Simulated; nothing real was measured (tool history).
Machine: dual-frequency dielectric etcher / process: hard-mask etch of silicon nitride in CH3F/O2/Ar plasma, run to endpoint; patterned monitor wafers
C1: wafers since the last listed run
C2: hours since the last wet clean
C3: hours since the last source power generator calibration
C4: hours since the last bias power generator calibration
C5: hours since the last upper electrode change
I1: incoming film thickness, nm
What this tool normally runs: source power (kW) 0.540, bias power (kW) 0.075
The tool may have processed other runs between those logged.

{"run": 1, "hour": 0.0, "source power (kW)": 0.48, "bias power (kW)": 0.06, "C1": 0, "C2": 334.5, "C3": 3008.9, "C4": 1621.8, "C5": 1969.4, "I1": 46.45, "endpoint time (s)": 68.7}
{"run": 2, "hour": 11.2, "source power (kW)": 0.48, "bias power (kW)": 0.06, "C1": 82, "C2": 345.7, "C3": 3020.1, "C4": 1633.0, "C5": 1980.6, "I1": 46.35, "endpoint time (s)": 68.1}
{"run": 3, "hour": 27.8, "source power (kW)": 0.48, "bias power (kW)": 0.06, "C1": 122, "C2": 362.3, "C3": 3036.7, "C4": 1649.6, "C5": 1997.2, "I1": 46.33, "endpoint time (s)": 67.9}
{"run": 4, "hour": 44.9, "source power (kW)": 0.48, "bias power (kW)": 0.075, "C1": 125, "C2": 379.4, "C3": 3053.8, "C4": 1666.7, "C5": 2014.3, "I1": 46.49, "endpoint time (s)": 62.7}
{"run": 5, "hour": 57.5, "source power (kW)": 0.48, "bias power (kW)": 0.075, "C1": 92, "C2": 392.0, "C3": 3066.4, "C4": 1679.3, "C5": 2026.9, "I1": 46.47, "endpoint time (s)": 63.2}
{"run": 6, "hour": 65.1, "source power (kW)": 0.48, "bias power (kW)": 0.075, "C1": 55, "C2": 399.6, "C3": 3074.0, "C4": 1686.9, "C5": 2034.5, "I1": 46.51, "endpoint time (s)": 62.9}
{"hour": 72.0, "done": "bias power generator calibrated"}
{"run": 7, "hour": 80.4, "source power (kW)": 0.54, "bias power (kW)": 0.075, "C1": 83, "C2": 414.9, "C3": 3089.3, "C4": 8.4, "C5": 2049.8, "I1": 46.74, "endpoint time (s)": 59.8}
{"run": 8, "hour": 98.0, "source power (kW)": 0.54, "bias power (kW)": 0.075, "C1": 129, "C2": 432.5, "C3": 3106.9, "C4": 26.0, "C5": 2067.4, "I1": 46.26, "endpoint time (s)": 58.9}
{"hour": 123.9, "done": "upper electrode replaced"}
{"hour": 135.4, "done": "source power generator calibrated"}
{"hour": 147.8, "done": "wet clean of the chamber"}
{"run": 9, "hour": 148.3, "source power (kW)": 0.48, "bias power (kW)": 0.09, "C1": 72, "C2": 0.5, "C3": 12.9, "C4": 76.3, "C5": 24.4, "I1": 46.33, "endpoint time (s)": 58.7}
{"run": 10, "hour": 148.6, "source power (kW)": 0.6, "bias power (kW)": 0.09, "C1": 2, "C2": 0.8, "C3": 13.2, "C4": 76.6, "C5": 24.7, "I1": 46.19, "endpoint time (s)": 53.0}
{"run": 11, "hour": 148.9, "source power (kW)": 0.54, "bias power (kW)": 0.075, "C1": 2, "C2": 1.1, "C3": 13.5, "C4": 76.9, "C5": 25.0, "I1": 46.6, "endpoint time (s)": 59.7}
{"run": 12, "hour": 149.3, "source power (kW)": 0.54, "bias power (kW)": 0.091, "C1": 2, "C2": 1.5, "C3": 13.9, "C4": 77.3, "C5": 25.4, "I1": 46.25, "endpoint time (s)": 55.1}
{"run": 13, "hour": 151.2, "source power (kW)": 0.62, "bias power (kW)": 0.07, "C1": 13, "C2": 3.4, "C3": 15.8, "C4": 79.2, "C5": 27.3, "I1": 46.02, "endpoint time (s)": 57.4}
{"run": 14, "hour": 166.9, "source power (kW)": 0.61, "bias power (kW)": 0.081, "C1": 115, "C2": 19.1, "C3": 31.5, "C4": 94.9, "C5": 43.0, "I1": 46.18, "endpoint time (s)": 54.6}
{"run": 15, "hour": 178.9, "source power (kW)": 0.64, "bias power (kW)": 0.09, "C1": 88, "C2": 31.1, "C3": 43.5, "C4": 106.9, "C5": 55.0, "I1": 46.5, "endpoint time (s)": 51.9}

What does the tool deliver on the next run?
{"run": 16, "hour": 187.2, "source power (kW)": 0.43, "bias power (kW)": 0.085, "C1": 61, "C2": 39.4, "C3": 51.8, "C4": 115.2, "C5": 63.3, "I1": 46.59, "endpoint time (s)": "?"}

{"run 16": {"endpoint time (s)": 63.5}}
Without the tool's hidden state the same run would have given endpoint time (s) 63.5.
